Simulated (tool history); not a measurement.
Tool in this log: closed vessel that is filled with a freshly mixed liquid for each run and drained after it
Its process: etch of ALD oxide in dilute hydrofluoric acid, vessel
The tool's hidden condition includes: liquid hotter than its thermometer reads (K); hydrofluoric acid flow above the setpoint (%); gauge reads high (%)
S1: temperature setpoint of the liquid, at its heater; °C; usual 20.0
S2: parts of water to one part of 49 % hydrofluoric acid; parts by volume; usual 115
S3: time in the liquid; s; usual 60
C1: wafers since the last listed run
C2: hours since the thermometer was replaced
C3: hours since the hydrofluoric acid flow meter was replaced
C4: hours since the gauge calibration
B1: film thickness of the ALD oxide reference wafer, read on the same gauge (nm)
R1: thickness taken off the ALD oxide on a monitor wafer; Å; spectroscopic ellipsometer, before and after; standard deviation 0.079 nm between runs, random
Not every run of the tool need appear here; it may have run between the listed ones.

Run 1, hour 0.0: usual settings but S3 35 s; C1 0; C2 34.7; C3 1389.2; C4 962.4; B1 63.96. Result: R1 52.2 Å.
Run 2, hour 103.7: usual settings but S1 23.0 °C, S3 40 s; C1 14956; C2 138.4; C3 1492.9; C4 1066.1; B1 64.16. Result: R1 67.6 Å.
Run 3, hour 184.6: usual settings but S1 23.0 °C, S3 40 s; C1 11667; C2 219.3; C3 1573.8; C4 1147.0; B1 64.26. Result: R1 67.0 Å.
Run 4, hour 238.2: usual settings but S1 23.0 °C, S3 40 s; C1 7730; C2 272.9; C3 1627.4; C4 1200.6; B1 64.34. Result: R1 68.1 Å.
Run 5, hour 281.9: usual settings but S1 22.5 °C; C1 6302; C2 316.6; C3 1671.1; C4 1244.3; B1 64.40. Result: R1 100.0 Å.
Run 6, hour 325.3: usual settings but S1 22.5 °C; C1 6259; C2 360.0; C3 1714.5; C4 1287.7; B1 64.45. Result: R1 101.4 Å.
Run 7, hour 405.3: usual settings but S1 18.5 °C; C1 11538; C2 440.0; C3 1794.5; C4 1367.7; B1 64.51. Result: R1 87.3 Å.
Run 8, hour 473.5: usual settings but S1 18.5 °C, S2 80 parts by volume; C1 9836; C2 508.2; C3 1862.7; C4 1435.9; B1 64.61. Result: R1 128.4 Å.
Run 9, hour 520.3: usual settings but S1 21.5 °C; C1 6749; C2 555.0; C3 1909.5; C4 1482.7; B1 64.64. Result: R1 97.4 Å.
Run 10, hour 626.2: usual settings but S1 21.5 °C; C1 15273; C2 660.9; C3 2015.4; C4 1588.6; B1 64.72. Result: R1 95.5 Å.
Run 11, hour 685.8: usual settings but S1 21.5 °C; C1 8595; C2 720.5; C3 2075.0; C4 1648.2; B1 64.76. Result: R1 96.5 Å.
Run 12, hour 749.4: usual settings but S1 23.0 °C; C1 9172; C2 784.1; C3 2138.6; C4 1711.8; B1 64.82. Result: R1 103.7 Å.
Run 13, hour 798.0: usual settings but S1 23.0 °C; C1 7009; C2 832.7; C3 2187.2; C4 1760.4; B1 64.81. Result: R1 103.7 Å.
At hour 808.3: hydrofluoric acid flow meter replaced.
Run 14, hour 858.4: usual settings; C1 8567; C2 893.1; C3 50.1; C4 1820.8; B1 64.88. Result: R1 90.4 Å.
Run 15, hour 926.2: usual settings but S1 18.5 °C, S2 135 parts by volume; C1 9778; C2 960.9; C3 117.9; C4 1888.6; B1 64.90. Result: R1 71.3 Å.
Run 16, hour 965.2: usual settings but S1 18.0 °C, S2 150 parts by volume, S3 75 s; C1 5624; C2 999.9; C3 156.9; C4 1927.6; B1 64.91. Result: R1 79.4 Å.
Run 17, hour 1061.4: usual settings but S1 17.0 °C, S3 80 s; C1 13874; C2 1096.1; C3 253.1; C4 2023.8; B1 65.02. Result: R1 106.9 Å.
Run 18, hour 1119.2: usual settings but S1 18.5 °C, S3 35 s; C1 8336; C2 1153.9; C3 310.9; C4 2081.6; B1 65.02. Result: R1 50.4 Å.
Run 19, hour 1432.2: usual settings but S1 17.0 °C, S3 80 s; C1 45143; C2 1466.9; C3 623.9; C4 2394.6; B1 65.10. Result: R1 106.7 Å.
At hour 1445.7: thermometer replaced.
Run 20, hour 1520.4: usual settings but S2 165 parts by volume, S3 70 s; C1 12576; C2 74.7; C3 712.1; C4 2482.8; B1 65.18. Result: R1 71.6 Å.
Run 21, hour 1590.3: usual settings but S2 170 parts by volume; C1 10081; C2 144.6; C3 782.0; C4 2552.7; B1 65.18. Result: R1 57.7 Å.
At hour 1631.3: gauge calibrated.
Run 22, hour 1688.6: usual settings; C1 14177; C2 242.9; C3 880.3; C4 57.3; B1 60.14. Result: R1 84.9 Å.
Run 23, hour 1789.9: usual settings but S1 17.0 °C, S2 85 parts by volume, S3 50 s; C1 14610; C2 344.2; C3 981.6; C4 158.6; B1 60.65. Result: R1 87.3 Å.
Run 24, hour 1886.9: usual settings but S1 18.5 °C, S3 85 s; C1 13990; C2 441.2; C3 1078.6; C4 255.6; B1 61.07. Result: R1 111.6 Å.
Run 25, hour 1950.3: usual settings; C1 9144; C2 504.6; C3 1142.0; C4 319.0; B1 61.28. Result: R1 86.8 Å.
Run 26, hour 1996.1: usual settings but S1 17.0 °C, S2 145 parts by volume; C1 6605; C2 550.4; C3 1187.8; C4 364.8; B1 61.46. Result: R1 58.9 Å.
Run 27, hour 2084.9: usual settings; C1 12807; C2 639.2; C3 1276.6; C4 453.6; B1 61.74. Result: R1 86.6 Å.
Run 28, hour 2159.5: usual settings but S1 17.5 °C, S2 150 parts by volume, S3 40 s; C1 10759; C2 713.8; C3 1351.2; C4 528.2; B1 61.97. Result: R1 38.5 Å.

What if the next run were any one of these 4? Each begins from the tool's condition after run 28:
Run A, hour 2160.2: usual settings but S2 135 parts by volume; C1 100; C2 714.5; C3 1351.9; C4 528.9; B1 ?. Result: R1 ?.
Run B, hour 2160.2: usual settings but S1 22.5 °C, S2 130 parts by volume, S3 80 s; C1 100; C2 714.5; C3 1351.9; C4 528.9; B1 ?. Result: R1 ?.
Run C, hour 2160.2: usual settings but S1 22.0 °C, S2 100 parts by volume, S3 85 s; C1 100; C2 714.5; C3 1351.9; C4 528.9; B1 ?. Result: R1 ?.
Run D, hour 2160.2: usual settings but S2 80 parts by volume, S3 30 s; C1 100; C2 714.5; C3 1351.9; C4 528.9; B1 ?. Result: R1 ?.

run     B1     R1
  A  61.97   72.6
  B  61.97  111.6
  C  61.97  156.5
  D  61.97   65.1
Had the tool no hidden state, the same runs would have come out as:
run     R1
  A   70.3
  B  108.1
  C  151.5
  D   63.0
